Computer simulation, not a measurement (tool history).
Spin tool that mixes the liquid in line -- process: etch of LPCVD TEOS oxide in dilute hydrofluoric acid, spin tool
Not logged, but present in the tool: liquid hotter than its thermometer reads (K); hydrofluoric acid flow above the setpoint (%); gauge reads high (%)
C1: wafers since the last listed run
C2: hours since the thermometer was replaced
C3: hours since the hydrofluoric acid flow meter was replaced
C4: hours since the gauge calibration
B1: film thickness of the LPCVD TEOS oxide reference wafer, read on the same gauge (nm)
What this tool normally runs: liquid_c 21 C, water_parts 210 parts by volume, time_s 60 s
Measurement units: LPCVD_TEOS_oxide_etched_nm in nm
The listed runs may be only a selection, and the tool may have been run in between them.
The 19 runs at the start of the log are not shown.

run 20 hour=856.2 | liquid_c=18.5 water_parts=120 time_s=35 | C1=728 C2=662.7 C3=525.6 C4=643.4 | B1=69.08 | LPCVD_TEOS_oxide_etched_nm=7.05
run 21 hour=920 | liquid_c=21 water_parts=180 time_s=60 | C1=791 C2=726.5 C3=589.4 C4=707.2 | B1=68.99 | LPCVD_TEOS_oxide_etched_nm=8.23
-- hour=936.1 thermometer replaced
run 22 hour=958.6 | liquid_c=17 water_parts=135 time_s=90 | C1=466 C2=22.5 C3=628 C4=745.8 | B1=68.95 | LPCVD_TEOS_oxide_etched_nm=14.62
run 23 hour=998.8 | liquid_c=21 water_parts=210 time_s=80 | C1=498 C2=62.7 C3=668.2 C4=786 | B1=68.86 | LPCVD_TEOS_oxide_etched_nm=9.14
run 24 hour=1024.3 | liquid_c=21 water_parts=210 time_s=60 | C1=316 C2=88.2 C3=693.7 C4=811.5 | B1=68.82 | LPCVD_TEOS_oxide_etched_nm=6.78
run 25 hour=1071.4 | liquid_c=18 water_parts=210 time_s=90 | C1=584 C2=135.3 C3=740.8 C4=858.6 | B1=68.75 | LPCVD_TEOS_oxide_etched_nm=9.09
run 26 hour=1137.6 | liquid_c=17 water_parts=210 time_s=80 | C1=821 C2=201.5 C3=807 C4=924.8 | B1=68.61 | LPCVD_TEOS_oxide_etched_nm=7.72
run 27 hour=1189.9 | liquid_c=21 water_parts=245 time_s=60 | C1=648 C2=253.8 C3=859.3 C4=977.1 | B1=68.49 | LPCVD_TEOS_oxide_etched_nm=5.68
run 28 hour=1219.6 | liquid_c=19 water_parts=210 time_s=60 | C1=368 C2=283.5 C3=889 C4=1006.8 | B1=68.44 | LPCVD_TEOS_oxide_etched_nm=6.3
run 29 hour=1280.3 | liquid_c=21 water_parts=145 time_s=60 | C1=752 C2=344.2 C3=949.7 C4=1067.5 | B1=68.34 | LPCVD_TEOS_oxide_etched_nm=10.51
run 30 hour=1326.1 | liquid_c=17 water_parts=210 time_s=60 | C1=568 C2=390 C3=995.5 C4=1113.3 | B1=68.19 | LPCVD_TEOS_oxide_etched_nm=5.85
run 31 hour=1387.5 | liquid_c=22.5 water_parts=120 time_s=85 | C1=761 C2=451.4 C3=1056.9 C4=1174.7 | B1=68.03 | LPCVD_TEOS_oxide_etched_nm=19.63
run 32 hour=1414.8 | liquid_c=23 water_parts=305 time_s=75 | C1=338 C2=478.7 C3=1084.2 C4=1202 | B1=67.98 | LPCVD_TEOS_oxide_etched_nm=5.76
run 33 hour=1459.7 | liquid_c=21 water_parts=255 time_s=45 | C1=556 C2=523.6 C3=1129.1 C4=1246.9 | B1=67.86 | LPCVD_TEOS_oxide_etched_nm=3.97

Alternative continuations, all from the tool just after run 33; predict every row:
run A hour=1460.1 | liquid_c=21 water_parts=210 time_s=60 | C1=4 C2=524 C3=1129.5 C4=1247.3 | B1=? | LPCVD_TEOS_oxide_etched_nm=?
run B hour=1460.1 | liquid_c=25 water_parts=270 time_s=90 | C1=4 C2=524 C3=1129.5 C4=1247.3 | B1=? | LPCVD_TEOS_oxide_etched_nm=?
run C hour=1460.1 | liquid_c=22.5 water_parts=185 time_s=60 | C1=4 C2=524 C3=1129.5 C4=1247.3 | B1=? | LPCVD_TEOS_oxide_etched_nm=?
run D hour=1460.1 | liquid_c=21 water_parts=170 time_s=60 | C1=4 C2=524 C3=1129.5 C4=1247.3 | B1=? | LPCVD_TEOS_oxide_etched_nm=?

run=A B1=67.85 LPCVD_TEOS_oxide_etched_nm=6.81
run=B B1=67.85 LPCVD_TEOS_oxide_etched_nm=8.66
run=C B1=67.85 LPCVD_TEOS_oxide_etched_nm=8.4
run=D B1=67.85 LPCVD_TEOS_oxide_etched_nm=8.77
Without the tool's unlogged condition, the same runs would have read:
run=A LPCVD_TEOS_oxide_etched_nm=7.03
run=B LPCVD_TEOS_oxide_etched_nm=8.93
run=C LPCVD_TEOS_oxide_etched_nm=8.67
run=D LPCVD_TEOS_oxide_etched_nm=9.04

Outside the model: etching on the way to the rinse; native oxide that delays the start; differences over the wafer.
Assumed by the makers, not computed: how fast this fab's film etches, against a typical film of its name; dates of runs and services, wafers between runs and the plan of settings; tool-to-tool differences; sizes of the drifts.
